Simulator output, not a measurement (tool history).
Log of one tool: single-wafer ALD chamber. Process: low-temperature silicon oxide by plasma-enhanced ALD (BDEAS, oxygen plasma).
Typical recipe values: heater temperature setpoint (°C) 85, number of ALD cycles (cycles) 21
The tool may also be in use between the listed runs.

run	hour	heater temperature setpoint (°C)	number of ALD cycles (cycles)	wafers since the last listed run	hours since the last thermocouple change	hours since the gauge calibration	read-back reference wafer on the same gauge, thickness_nm	mean film thickness on the monitor wafer (angstrom)
1	0	85	21	0	1330.7	973.4	3.964	34.26
# hour 47.4: gauge calibrated
2	69.8	85	21	1142	1400.5	22.4	3.851	32.87
3	115.1	93	22	741	1445.8	67.7	3.852	33.89
4	153.3	93	22	625	1484	105.9	3.858	33.63
5	205.2	93	22	849	1535.9	157.8	3.856	33.79
6	270.7	85	21	1072	1601.4	223.3	3.857	33.19
7	318.5	95	24	782	1649.2	271.1	3.862	36.37
8	347.5	95	24	474	1678.2	300.1	3.872	36.56
9	403.5	95	24	916	1734.2	356.1	3.865	36.89
10	607	85	18	3332	1937.7	559.6	3.884	28.81
11	779.3	85	21	2821	2110	731.9	3.903	33.51
12	829.7	85	21	825	2160.4	782.3	3.914	33.32
# hour 945.1: thermocouple changed; heater temperature recalibrated
13	984	85	21	2395	38.9	936.6	3.948	34.15
14	1009	85	21	409	63.9	961.6	3.954	33.93
15	1043.5	72	23	564	98.4	996.1	3.956	39.22
# hour 1084.9: gauge calibrated
16	1102.6	85	21	967	157.5	17.7	3.862	33.28
17	1144.4	85	23	684	199.3	59.5	3.861	36.43
18	1198.2	97	21	880	253.1	113.3	3.868	31.82
19	1259.4	98	21	1002	314.3	174.5	3.86	31.63
20	1319.1	94	24	977	374	234.2	3.867	36.44
21	1372.3	85	21	871	427.2	287.4	3.875	33.09
22	1424.5	85	21	854	479.4	339.6	3.876	33.17
23	1496.1	85	21	1172	551	411.2	3.88	33.27
24	1525.4	85	21	479	580.3	440.5	3.887	33.49
25	1654.2	97	18	2109	709.1	569.3	3.9	27.42
26	1690.7	96	20	597	745.6	605.8	3.901	30.79
27	1716.1	91	19	415	771	631.2	3.91	29.69
28	1742.3	85	21	429	797.2	657.4	3.905	33.36

Describe how what the log doesn't record of the tool's condition differs between the last listed run preceding each entry between runs and the first listed run following it.
In the gap between runs 1 and 2: gauge calibrated (hour 47.4)
  gauge reads high (%): 2.49 -> -0.381
  measured result minus the result with no hidden state, mean film thickness on the monitor wafer (angstrom): +0.83 -> -0.13
In the gap between runs 12 and 13: thermocouple changed; heater temperature recalibrated (hour 945.1)
  gauge reads high (%): 1.24 -> 1.95
  measured result minus the result with no hidden state, mean film thickness on the monitor wafer (angstrom): +0.41 -> +0.65
In the gap between runs 15 and 16: gauge calibrated (hour 1084.9)
  gauge reads high (%): 2.25 -> -0.162
  measured result minus the result with no hidden state, mean film thickness on the monitor wafer (angstrom): +0.86 -> -0.05
